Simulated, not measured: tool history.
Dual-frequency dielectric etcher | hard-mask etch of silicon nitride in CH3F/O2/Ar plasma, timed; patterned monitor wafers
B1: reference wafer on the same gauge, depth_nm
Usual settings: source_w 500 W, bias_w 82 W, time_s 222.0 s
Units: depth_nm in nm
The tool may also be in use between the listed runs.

{"run": 1, "day": 0.0, "source_w": 500, "bias_w": 82, "time_s": 222.0, "B1": 198.3, "depth_nm": 181.9}
{"run": 2, "day": 2.821, "source_w": 500, "bias_w": 82, "time_s": 222.0, "B1": 198.5, "depth_nm": 182.1}
{"run": 3, "day": 5.692, "source_w": 500, "bias_w": 82, "time_s": 222.0, "B1": 198.4, "depth_nm": 183.8}
{"run": 4, "day": 7.425, "source_w": 540, "bias_w": 82, "time_s": 222.0, "B1": 198.6, "depth_nm": 191.1}
{"run": 5, "day": 10.288, "source_w": 540, "bias_w": 82, "time_s": 222.0, "B1": 198.5, "depth_nm": 190.9}
{"run": 6, "day": 12.817, "source_w": 540, "bias_w": 82, "time_s": 222.0, "B1": 198.7, "depth_nm": 192.2}
{"run": 7, "day": 17.012, "source_w": 450, "bias_w": 74, "time_s": 263.5, "B1": 196.5, "depth_nm": 197.1}
{"run": 8, "day": 20.971, "source_w": 500, "bias_w": 82, "time_s": 222.0, "B1": 196.6, "depth_nm": 180.1}
{"run": 9, "day": 22.488, "source_w": 550, "bias_w": 82, "time_s": 191.5, "B1": 196.5, "depth_nm": 165.6}
{"run": 10, "day": 25.675, "source_w": 500, "bias_w": 82, "time_s": 222.0, "B1": 196.4, "depth_nm": 180.3}
{"run": 11, "day": 27.417, "source_w": 500, "bias_w": 82, "time_s": 172.5, "B1": 196.6, "depth_nm": 140.2}
{"run": 12, "day": 31.35, "source_w": 500, "bias_w": 82, "time_s": 222.0, "B1": 196.8, "depth_nm": 179.9}
{"run": 13, "day": 35.058, "source_w": 500, "bias_w": 75, "time_s": 222.0, "B1": 196.8, "depth_nm": 176.8}
{"run": 14, "day": 37.196, "source_w": 400, "bias_w": 82, "time_s": 222.0, "B1": 196.9, "depth_nm": 157.8}
{"run": 15, "day": 40.096, "source_w": 560, "bias_w": 82, "time_s": 222.0, "B1": 196.7, "depth_nm": 193.5}
{"run": 16, "day": 43.462, "source_w": 430, "bias_w": 82, "time_s": 170.0, "B1": 197.3, "depth_nm": 126.4}
{"run": 17, "day": 46.346, "source_w": 550, "bias_w": 82, "time_s": 191.5, "B1": 197.1, "depth_nm": 166.1}
{"run": 18, "day": 48.362, "source_w": 500, "bias_w": 82, "time_s": 284.5, "B1": 197.3, "depth_nm": 232.2}
{"run": 19, "day": 52.025, "source_w": 500, "bias_w": 82, "time_s": 222.0, "B1": 197.3, "depth_nm": 181.7}
{"run": 20, "day": 54.338, "source_w": 500, "bias_w": 77, "time_s": 222.0, "B1": 197.5, "depth_nm": 180.1}
{"run": 21, "day": 57.625, "source_w": 460, "bias_w": 82, "time_s": 277.0, "B1": 197.3, "depth_nm": 216.5}
{"run": 22, "day": 59.942, "source_w": 610, "bias_w": 64, "time_s": 286.0, "B1": 197.6, "depth_nm": 247.9}
{"run": 23, "day": 71.704, "source_w": 500, "bias_w": 82, "time_s": 222.0, "B1": 197.9, "depth_nm": 183.0}
{"run": 24, "day": 75.246, "source_w": 410, "bias_w": 93, "time_s": 175.5, "B1": 197.9, "depth_nm": 130.2}
{"run": 25, "day": 76.971, "source_w": 440, "bias_w": 82, "time_s": 222.0, "B1": 197.9, "depth_nm": 167.7}
{"run": 26, "day": 81.15, "source_w": 500, "bias_w": 82, "time_s": 222.0, "B1": 198.0, "depth_nm": 183.3}
{"run": 27, "day": 85.462, "source_w": 420, "bias_w": 82, "time_s": 267.0, "B1": 198.1, "depth_nm": 197.3}
{"run": 28, "day": 87.179, "source_w": 500, "bias_w": 97, "time_s": 222.0, "B1": 198.2, "depth_nm": 191.5}
{"run": 29, "day": 89.188, "source_w": 380, "bias_w": 97, "time_s": 281.5, "B1": 198.3, "depth_nm": 201.3}

Not shown: 6 entries that the log had between the listed runs. Between which runs, and how does the tool's hidden state differ before and after?
Between runs 6 and 7: gauge calibrated (day 16.133)
  gauge reads high (%): 1.35 -> 0.2
  measured less the result without the state, depth_nm: +2.6 -> +0.4 nm
Between runs 9 and 10: wet clean of the chamber (day 23.975); upper electrode replaced (day 25.654)
  gauge reads high (%): 0.273 -> 0.315
  measured less the result without the state, depth_nm: +0.4 -> +0.6 nm
Between runs 19 and 20: wet clean of the chamber (day 53.858)
  gauge reads high (%): 0.664 -> 0.694
  measured less the result without the state, depth_nm: +1.2 -> +1.3 nm
Between runs 20 and 21: bias power generator calibrated (day 57.129)
  gauge reads high (%): 0.694 -> 0.738
  measured less the result without the state, depth_nm: +1.3 -> +1.6 nm
Between runs 25 and 26: wet clean of the chamber (day 80.275)
  gauge reads high (%): 0.994 -> 1.05
  measured less the result without the state, depth_nm: +1.7 -> +1.9 nm
